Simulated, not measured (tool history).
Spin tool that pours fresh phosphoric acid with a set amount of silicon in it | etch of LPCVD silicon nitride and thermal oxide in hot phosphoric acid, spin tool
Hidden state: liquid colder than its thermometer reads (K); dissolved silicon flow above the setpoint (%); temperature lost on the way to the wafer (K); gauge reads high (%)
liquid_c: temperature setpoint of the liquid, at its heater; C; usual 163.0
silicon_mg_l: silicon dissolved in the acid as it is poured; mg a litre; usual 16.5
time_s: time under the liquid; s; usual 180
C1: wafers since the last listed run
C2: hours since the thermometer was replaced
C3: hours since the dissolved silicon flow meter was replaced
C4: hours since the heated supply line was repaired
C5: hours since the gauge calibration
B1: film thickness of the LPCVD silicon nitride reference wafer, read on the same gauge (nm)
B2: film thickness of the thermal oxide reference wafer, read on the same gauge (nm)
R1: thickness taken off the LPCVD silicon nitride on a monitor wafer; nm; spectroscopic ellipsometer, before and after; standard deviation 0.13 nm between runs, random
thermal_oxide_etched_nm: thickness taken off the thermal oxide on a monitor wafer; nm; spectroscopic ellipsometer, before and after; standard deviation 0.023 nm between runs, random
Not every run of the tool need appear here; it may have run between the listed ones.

{"run": 1, "hour": 0.0, "liquid_c": 164.5, "silicon_mg_l": 16.5, "time_s": 180, "C1": 0, "C2": 589.3, "C3": 1426.3, "C4": 1653.8, "C5": 549.2, "B1": 30.29, "B2": 60.682, "R1": 16.41, "thermal_oxide_etched_nm": 0.519}
{"run": 2, "hour": 37.4, "liquid_c": 164.5, "silicon_mg_l": 16.5, "time_s": 180, "C1": 332, "C2": 626.7, "C3": 1463.7, "C4": 1691.2, "C5": 586.6, "B1": 30.35, "B2": 60.711, "R1": 16.33, "thermal_oxide_etched_nm": 0.469}
{"run": 3, "hour": 109.1, "liquid_c": 163.0, "silicon_mg_l": 16.5, "time_s": 180, "C1": 638, "C2": 698.4, "C3": 1535.4, "C4": 1762.9, "C5": 658.3, "B1": 30.5, "B2": 61.011, "R1": 15.8, "thermal_oxide_etched_nm": 0.421}
{"run": 4, "hour": 152.2, "liquid_c": 163.0, "silicon_mg_l": 16.5, "time_s": 180, "C1": 383, "C2": 741.5, "C3": 1578.5, "C4": 1806.0, "C5": 701.4, "B1": 30.58, "B2": 61.17, "R1": 15.54, "thermal_oxide_etched_nm": 0.441}
{"run": 5, "hour": 185.9, "liquid_c": 163.0, "silicon_mg_l": 16.5, "time_s": 180, "C1": 299, "C2": 775.2, "C3": 1612.2, "C4": 1839.7, "C5": 735.1, "B1": 30.63, "B2": 61.297, "R1": 15.38, "thermal_oxide_etched_nm": 0.449}
{"run": 6, "hour": 226.3, "liquid_c": 163.0, "silicon_mg_l": 16.5, "time_s": 180, "C1": 359, "C2": 815.6, "C3": 1652.6, "C4": 1880.1, "C5": 775.5, "B1": 30.73, "B2": 61.451, "R1": 15.72, "thermal_oxide_etched_nm": 0.448}
{"run": 7, "hour": 270.3, "liquid_c": 163.0, "silicon_mg_l": 16.5, "time_s": 180, "C1": 391, "C2": 859.6, "C3": 1696.6, "C4": 1924.1, "C5": 819.5, "B1": 30.87, "B2": 61.69, "R1": 15.85, "thermal_oxide_etched_nm": 0.456}
{"hour": 373.6, "done": "gauge calibrated"}
{"run": 8, "hour": 457.0, "liquid_c": 163.0, "silicon_mg_l": 16.5, "time_s": 180, "C1": 1661, "C2": 1046.3, "C3": 1883.3, "C4": 2110.8, "C5": 83.4, "B1": 30.01, "B2": 60.06, "R1": 15.15, "thermal_oxide_etched_nm": 0.457}
{"hour": 474.7, "done": "dissolved silicon flow meter replaced"}
{"run": 9, "hour": 527.2, "liquid_c": 163.0, "silicon_mg_l": 16.5, "time_s": 180, "C1": 615, "C2": 1116.5, "C3": 52.5, "C4": 2181.0, "C5": 153.6, "B1": 30.04, "B2": 60.076, "R1": 15.25, "thermal_oxide_etched_nm": 0.419}
{"hour": 544.2, "done": "heated supply line repaired"}
{"run": 10, "hour": 573.2, "liquid_c": 164.0, "silicon_mg_l": 16.5, "time_s": 180, "C1": 400, "C2": 1162.5, "C3": 98.5, "C4": 29.0, "C5": 199.6, "B1": 30.07, "B2": 60.123, "R1": 15.77, "thermal_oxide_etched_nm": 0.502}
{"run": 11, "hour": 599.6, "liquid_c": 163.0, "silicon_mg_l": 22.0, "time_s": 150, "C1": 234, "C2": 1188.9, "C3": 124.9, "C4": 55.4, "C5": 226.0, "B1": 30.09, "B2": 60.196, "R1": 12.77, "thermal_oxide_etched_nm": 0.312}
{"run": 12, "hour": 812.0, "liquid_c": 163.0, "silicon_mg_l": 16.5, "time_s": 85, "C1": 1890, "C2": 1401.3, "C3": 337.3, "C4": 267.8, "C5": 438.4, "B1": 30.29, "B2": 60.567, "R1": 7.43, "thermal_oxide_etched_nm": 0.237}
{"hour": 893.0, "done": "thermometer replaced"}
{"run": 13, "hour": 955.3, "liquid_c": 161.0, "silicon_mg_l": 16.5, "time_s": 180, "C1": 1266, "C2": 62.3, "C3": 480.6, "C4": 411.1, "C5": 581.7, "B1": 30.5, "B2": 61.011, "R1": 14.54, "thermal_oxide_etched_nm": 0.375}
{"run": 14, "hour": 982.1, "liquid_c": 163.0, "silicon_mg_l": 16.5, "time_s": 180, "C1": 238, "C2": 89.1, "C3": 507.4, "C4": 437.9, "C5": 608.5, "B1": 30.54, "B2": 61.123, "R1": 15.68, "thermal_oxide_etched_nm": 0.441}
{"run": 15, "hour": 1045.2, "liquid_c": 165.0, "silicon_mg_l": 21.0, "time_s": 75, "C1": 561, "C2": 152.2, "C3": 570.5, "C4": 501.0, "C5": 671.6, "B1": 30.66, "B2": 61.325, "R1": 6.95, "thermal_oxide_etched_nm": 0.185}
{"run": 16, "hour": 1116.6, "liquid_c": 163.0, "silicon_mg_l": 16.5, "time_s": 180, "C1": 635, "C2": 223.6, "C3": 641.9, "C4": 572.4, "C5": 743.0, "B1": 30.81, "B2": 61.633, "R1": 15.8, "thermal_oxide_etched_nm": 0.395}
{"hour": 1117.2, "done": "gauge calibrated"}
{"run": 17, "hour": 1173.1, "liquid_c": 163.0, "silicon_mg_l": 16.5, "time_s": 210, "C1": 502, "C2": 280.1, "C3": 698.4, "C4": 628.9, "C5": 55.9, "B1": 29.98, "B2": 60.013, "R1": 17.96, "thermal_oxide_etched_nm": 0.475}
{"run": 18, "hour": 1232.3, "liquid_c": 163.0, "silicon_mg_l": 16.5, "time_s": 180, "C1": 526, "C2": 339.3, "C3": 757.6, "C4": 688.1, "C5": 115.1, "B1": 30.03, "B2": 60.085, "R1": 15.4, "thermal_oxide_etched_nm": 0.466}
{"run": 19, "hour": 1299.5, "liquid_c": 166.0, "silicon_mg_l": 8.5, "time_s": 265, "C1": 597, "C2": 406.5, "C3": 824.8, "C4": 755.3, "C5": 182.3, "B1": 30.03, "B2": 60.108, "R1": 25.02, "thermal_oxide_etched_nm": 0.933}
{"run": 20, "hour": 1364.2, "liquid_c": 163.0, "silicon_mg_l": 16.5, "time_s": 180, "C1": 575, "C2": 471.2, "C3": 889.5, "C4": 820.0, "C5": 247.0, "B1": 30.09, "B2": 60.164, "R1": 15.66, "thermal_oxide_etched_nm": 0.432}
{"run": 21, "hour": 1410.0, "liquid_c": 163.0, "silicon_mg_l": 16.5, "time_s": 105, "C1": 407, "C2": 517.0, "C3": 935.3, "C4": 865.8, "C5": 292.8, "B1": 30.13, "B2": 60.276, "R1": 8.98, "thermal_oxide_etched_nm": 0.244}
{"run": 22, "hour": 1450.4, "liquid_c": 161.5, "silicon_mg_l": 16.5, "time_s": 180, "C1": 359, "C2": 557.4, "C3": 975.7, "C4": 906.2, "C5": 333.2, "B1": 30.16, "B2": 60.253, "R1": 14.88, "thermal_oxide_etched_nm": 0.357}

Branching from run 22: 4 alternative next runs. What would each branch give?
{"run": "A", "hour": 1450.9, "liquid_c": 163.0, "silicon_mg_l": 16.5, "time_s": 180, "C1": 4, "C2": 557.9, "C3": 976.2, "C4": 906.7, "C5": 333.7, "B1": "?", "B2": "?", "R1": "?", "thermal_oxide_etched_nm": "?"}
{"run": "B", "hour": 1450.9, "liquid_c": 163.0, "silicon_mg_l": 22.5, "time_s": 180, "C1": 4, "C2": 557.9, "C3": 976.2, "C4": 906.7, "C5": 333.7, "B1": "?", "B2": "?", "R1": "?", "thermal_oxide_etched_nm": "?"}
{"run": "C", "hour": 1450.9, "liquid_c": 165.5, "silicon_mg_l": 16.5, "time_s": 125, "C1": 4, "C2": 557.9, "C3": 976.2, "C4": 906.7, "C5": 333.7, "B1": "?", "B2": "?", "R1": "?", "thermal_oxide_etched_nm": "?"}
{"run": "D", "hour": 1450.9, "liquid_c": 161.5, "silicon_mg_l": 28.5, "time_s": 75, "C1": 4, "C2": 557.9, "C3": 976.2, "C4": 906.7, "C5": 333.7, "B1": "?", "B2": "?", "R1": "?", "thermal_oxide_etched_nm": "?"}

run=A B1=30.17 B2=60.354 R1=15.58 thermal_oxide_etched_nm=0.471
run=B B1=30.17 B2=60.354 R1=15.58 thermal_oxide_etched_nm=0.398
run=C B1=30.17 B2=60.354 R1=11.75 thermal_oxide_etched_nm=0.392
run=D B1=30.17 B2=60.354 R1=6.18 thermal_oxide_etched_nm=0.121
Take away the tool's hidden state, keep each run's random variation, and the runs would have read:
run=A R1=15.50 thermal_oxide_etched_nm=0.469
run=B R1=15.50 thermal_oxide_etched_nm=0.396
run=C R1=11.69 thermal_oxide_etched_nm=0.390
run=D R1=6.14 thermal_oxide_etched_nm=0.120

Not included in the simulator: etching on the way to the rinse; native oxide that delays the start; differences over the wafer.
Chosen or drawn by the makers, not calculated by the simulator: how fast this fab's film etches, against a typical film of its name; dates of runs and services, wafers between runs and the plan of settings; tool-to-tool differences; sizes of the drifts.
